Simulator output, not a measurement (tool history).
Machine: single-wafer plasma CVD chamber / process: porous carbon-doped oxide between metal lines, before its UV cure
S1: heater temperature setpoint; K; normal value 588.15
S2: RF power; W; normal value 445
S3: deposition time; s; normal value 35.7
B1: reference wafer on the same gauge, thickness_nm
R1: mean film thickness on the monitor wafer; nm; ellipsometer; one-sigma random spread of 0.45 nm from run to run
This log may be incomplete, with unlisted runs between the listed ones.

run 1 hour=0 | S1=588.15 S2=470 S3=35.7 | B1=184.021 | R1=175.013
run 2 hour=32 | S1=588.15 S2=445 S3=35.7 | B1=183.91 | R1=165.009
run 3 hour=60.1 | S1=588.15 S2=445 S3=35.7 | B1=184.143 | R1=165.281
run 4 hour=78.1 | S1=588.15 S2=445 S3=35.7 | B1=183.915 | R1=165.368
-- hour=100.7 thermocouple changed; heater temperature recalibrated
run 5 hour=112.8 | S1=588.15 S2=445 S3=35.7 | B1=183.954 | R1=165.031
run 6 hour=138 | S1=588.15 S2=445 S3=35.7 | B1=183.969 | R1=164.793
run 7 hour=172 | S1=588.15 S2=445 S3=35.7 | B1=184.008 | R1=165.225
run 8 hour=196 | S1=588.15 S2=445 S3=31 | B1=183.973 | R1=143.135
run 9 hour=209.9 | S1=588.15 S2=445 S3=35.7 | B1=183.944 | R1=164.657
run 10 hour=237.8 | S1=588.15 S2=445 S3=35.7 | B1=183.865 | R1=164.652
run 11 hour=256.7 | S1=588.15 S2=445 S3=35.7 | B1=184.04 | R1=164.12
run 12 hour=276.3 | S1=588.15 S2=445 S3=35.7 | B1=184.159 | R1=164.419
run 13 hour=288.4 | S1=588.15 S2=445 S3=35.7 | B1=184.23 | R1=164.163
run 14 hour=314 | S1=588.15 S2=395 S3=32.1 | B1=184.075 | R1=130.305
run 15 hour=334.8 | S1=602.15 S2=445 S3=40.7 | B1=184.243 | R1=173.138
run 16 hour=367.5 | S1=602.15 S2=520 S3=33.8 | B1=184.103 | R1=166.3
run 17 hour=434.3 | S1=576.15 S2=445 S3=35.7 | B1=183.932 | R1=176.113
run 18 hour=459 | S1=598.15 S2=445 S3=33.8 | B1=183.746 | R1=147.525
run 19 hour=490.2 | S1=602.15 S2=490 S3=39.2 | B1=184.024 | R1=181.89
-- hour=497.4 gauge calibrated
run 20 hour=524.4 | S1=588.15 S2=445 S3=35.7 | B1=184.002 | R1=163.387
-- hour=550.3 showerhead replaced
run 21 hour=554 | S1=588.15 S2=510 S3=33.1 | B1=183.653 | R1=171.602
-- hour=576.7 RF generator calibrated
run 22 hour=580.8 | S1=579.15 S2=360 S3=35.7 | B1=183.963 | R1=147.339
run 23 hour=615.6 | S1=588.15 S2=530 S3=35.7 | B1=183.922 | R1=200.994
run 24 hour=630.2 | S1=578.15 S2=445 S3=42.4 | B1=184.165 | R1=217.051
run 25 hour=653.9 | S1=588.15 S2=445 S3=32.6 | B1=184.115 | R1=158.727
run 26 hour=672.4 | S1=598.15 S2=395 S3=29.9 | B1=183.895 | R1=122.313
run 27 hour=687.6 | S1=583.15 S2=375 S3=35.7 | B1=184.029 | R1=149.778
run 28 hour=713.9 | S1=602.15 S2=500 S3=29.9 | B1=184.116 | R1=149.975
run 29 hour=736.3 | S1=588.15 S2=445 S3=35.7 | B1=183.965 | R1=173.55
run 30 hour=758.6 | S1=588.15 S2=390 S3=35.7 | B1=183.976 | R1=151.456
run 31 hour=790.6 | S1=574.15 S2=370 S3=35.7 | B1=184.188 | R1=154.977
run 32 hour=817.6 | S1=576.15 S2=510 S3=35.7 | B1=184.015 | R1=208.401
run 33 hour=831.8 | S1=588.15 S2=445 S3=29.4 | B1=184.179 | R1=142.992

Measured less the same run without the tool's hidden state. The same run-to-run variation is in both; the gauge's scatter may not be:
Hidden state present: wafer temperature above the value expected at the setpoint (K); delivered RF power above the setpoint (%); gauge reads high (%).
run=1 R1=-8.109
run=2 R1=-8.626
run=3 R1=-8.766
run=4 R1=-8.851
run=5 R1=-8.987
run=6 R1=-9.088
run=7 R1=-9.264
run=8 R1=-8.12
run=9 R1=-9.403
run=10 R1=-9.527
run=11 R1=-9.581
run=12 R1=-9.687
run=13 R1=-9.727
run=14 R1=-8.092
run=15 R1=-10.479
run=16 R1=-8.705
run=17 R1=-11.142
run=18 R1=-9.434
run=19 R1=-10.199
run=20 R1=-10.745
run=21 R1=-9.79
run=22 R1=-0.307
run=23 R1=-0.48
run=24 R1=-0.696
run=25 R1=-0.6
run=26 R1=-0.535
run=27 R1=-0.713
run=28 R1=-0.672
run=29 R1=-1.003
run=30 R1=-0.992
run=31 R1=-1.139
run=32 R1=-1.384
run=33 R1=-1.16
